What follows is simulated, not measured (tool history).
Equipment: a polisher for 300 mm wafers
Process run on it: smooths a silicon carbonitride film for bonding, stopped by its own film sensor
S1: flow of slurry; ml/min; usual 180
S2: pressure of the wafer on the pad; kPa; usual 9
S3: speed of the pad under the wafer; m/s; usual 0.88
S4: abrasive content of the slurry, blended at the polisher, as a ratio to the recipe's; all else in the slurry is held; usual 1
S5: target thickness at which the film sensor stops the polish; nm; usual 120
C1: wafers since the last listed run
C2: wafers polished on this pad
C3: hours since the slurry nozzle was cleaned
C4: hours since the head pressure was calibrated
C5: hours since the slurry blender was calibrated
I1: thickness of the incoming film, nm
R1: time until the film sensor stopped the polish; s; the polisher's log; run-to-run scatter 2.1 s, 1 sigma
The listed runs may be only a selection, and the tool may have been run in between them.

run,hour,S1,S2,S3,S4,S5,C1,C2,C3,C4,C5,I1,R1
1,0,180,9,0.88,1,120,0,3,445.5,221.6,427,138.3,129.4
2,67,180,9,0.88,1,120,433,437,512.5,288.6,494,138,134
# hour 110.6: slurry nozzle cleaned
3,140.9,180,9,0.88,1,120,472,909,30.3,362.5,567.9,140.7,148.9
# hour 153.2: slurry blender recalibrated
4,205.9,180,9,0.88,1,120,408,1317,95.3,427.5,52.7,139.7,144.2
5,272.4,180,9,0.88,1,120,430,1748,161.8,494,119.2,140.6,159.5
6,369.8,180,9,0.88,1,120,630,2378,259.2,591.4,216.6,140.9,162.2
7,447.7,180,9,0.88,1,120,504,2883,337.1,669.3,294.5,141.1,166.1
# hour 477.9: worn pad replaced by a new one
# hour 537.7: head pressure recalibrated
8,541.1,180,9,0.88,1,120,566,396,430.5,3.4,387.9,141.7,154.3
# hour 603.2: slurry nozzle cleaned
9,630.3,180,9,0.88,1,120,571,967,27.1,92.6,477.1,141.1,151.6
# hour 645.5: slurry blender recalibrated
10,711.4,180,7.6,0.88,1,120,512,1479,108.2,173.7,65.9,141.1,184.3
11,776.8,180,7.6,0.88,1,120,423,1903,173.6,239.1,131.3,140.4,186.4
12,821.5,180,6.9,0.74,0.7,116,289,2193,218.3,283.8,176,139.4,329.9
13,867,180,9,0.88,1,120,294,2487,263.8,329.3,221.5,141.4,169.3
14,928.9,180,9,0.88,1,120,400,2888,325.7,391.2,283.4,142.2,179.4
15,992.6,180,9,0.88,0.85,120,412,3301,389.4,454.9,347.1,138.8,160
# hour 1036.2: worn pad replaced by a new one
16,1039.4,180,9,0.88,1,120,277,20,436.2,501.7,393.9,137.9,122.2
17,1093.6,215,7.6,0.88,1,120,351,371,490.4,555.9,448.1,140.2,171
# hour 1123.2: slurry blender recalibrated
# hour 1145.4: slurry nozzle cleaned
18,1168.4,180,11.7,1.06,1.2,125,465,836,23,630.7,45.2,137.9,54.8
19,1225.9,200,10.3,1.1,1,116,372,1209,80.5,688.2,102.7,138.5,114.9
20,1274.9,180,9,0.88,1,120,317,1526,129.5,737.2,151.7,137.8,128.4
21,1325.7,180,9,0.88,1,115,329,1855,180.3,788,202.5,140.1,188.6
# hour 1334.5: head pressure recalibrated
22,1373.8,200,6.9,0.88,1.3,120,298,2154,228.4,39.3,250.6,140.4,181.2
23,1480,180,9,0.74,1,120,687,2842,334.6,145.5,356.8,140.1,182.4
# hour 1535.1: worn pad replaced by a new one
24,1564.2,135,5.5,0.88,1.25,120,519,188,418.8,229.7,441,140.2,220.9
25,1642.4,180,9,0.88,0.75,120,506,694,497,307.9,519.2,140.6,174
# hour 1665.8: slurry nozzle cleaned
# hour 1704.6: slurry blender recalibrated
26,1733.1,180,7.6,0.88,1,124,568,1262,67.3,398.6,28.5,140.9,144.3
27,1770,180,9,0.88,1,120,239,1501,104.2,435.5,65.4,141,154.8
28,1819,205,9,0.72,1,127,317,1819,153.2,484.5,114.4,140.3,113
29,1889.8,180,9,0.88,1,120,458,2277,224,555.3,185.2,140.1,148.3
30,1994,200,6.2,0.88,1.2,116,674,2952,328.2,659.5,289.4,142.5,271.8

Hidden state at the last listed run before each entry between runs and at the first one after, where it differs:
After run 2, before run 3: slurry nozzle cleaned (hour 110.6)
  removal rate lost through wear of the pad, %: 6.39 -> 9.39; slurry flow missing at the pad, %: 47.7 -> 7.94
  measured minus no-state result, R1: +20.5 -> +15.4 s
After run 3, before run 4: slurry blender recalibrated (hour 153.2)
  removal rate lost through wear of the pad, %: 9.39 -> 11.1; slurry flow missing at the pad, %: 7.94 -> 19.2
  measured minus no-state result, R1: +15.4 -> +19.7 s
After run 7, before run 8: worn pad replaced by a new one (hour 477.9); head pressure recalibrated (hour 537.7)
  removal rate lost through wear of the pad, %: 14 -> 6.78; slurry flow missing at the pad, %: 37.4 -> 39.8
  measured minus no-state result, R1: +32.6 -> +20.9 s
After run 8, before run 9: slurry nozzle cleaned (hour 603.2)
  removal rate lost through wear of the pad, %: 6.78 -> 10.4; slurry flow missing at the pad, %: 39.8 -> 7.23
  measured minus no-state result, R1: +20.9 -> +17 s
After run 9, before run 10: slurry blender recalibrated (hour 645.5)
  removal rate lost through wear of the pad, %: 10.4 -> 12.3; slurry flow missing at the pad, %: 7.23 -> 20.9
  measured minus no-state result, R1: +17 -> +27.8 s
After run 15, before run 16: worn pad replaced by a new one (hour 1036.2)
  removal rate lost through wear of the pad, %: 14.9 -> 1.58; slurry flow missing at the pad, %: 38.9 -> 39.9
  measured minus no-state result, R1: +33.3 -> +10.7 s
After run 17, before run 18: slurry blender recalibrated (hour 1123.2); slurry nozzle cleaned (hour 1145.4)
  removal rate lost through wear of the pad, %: 4.99 -> 8.21; slurry flow missing at the pad, %: 40.8 -> 5.97
  measured minus no-state result, R1: +19.1 -> +4.9 s
After run 21, before run 22: head pressure recalibrated (hour 1334.5)
  removal rate lost through wear of the pad, %: 11.7 -> 12.3; slurry flow missing at the pad, %: 28.3 -> 31.8
  measured minus no-state result, R1: +29.7 -> +30 s
After run 23, before run 24: worn pad replaced by a new one (hour 1535.1)
  removal rate lost through wear of the pad, %: 13.1 -> 2.63; slurry flow missing at the pad, %: 36.9 -> 39.2
  measured minus no-state result, R1: +34.2 -> +24.7 s
After run 25, before run 26: slurry nozzle cleaned (hour 1665.8); slurry blender recalibrated (hour 1704.6)
  removal rate lost through wear of the pad, %: 6.58 -> 9.36; slurry flow missing at the pad, %: 40.5 -> 13.9
  measured minus no-state result, R1: +23.5 -> +16.1 s
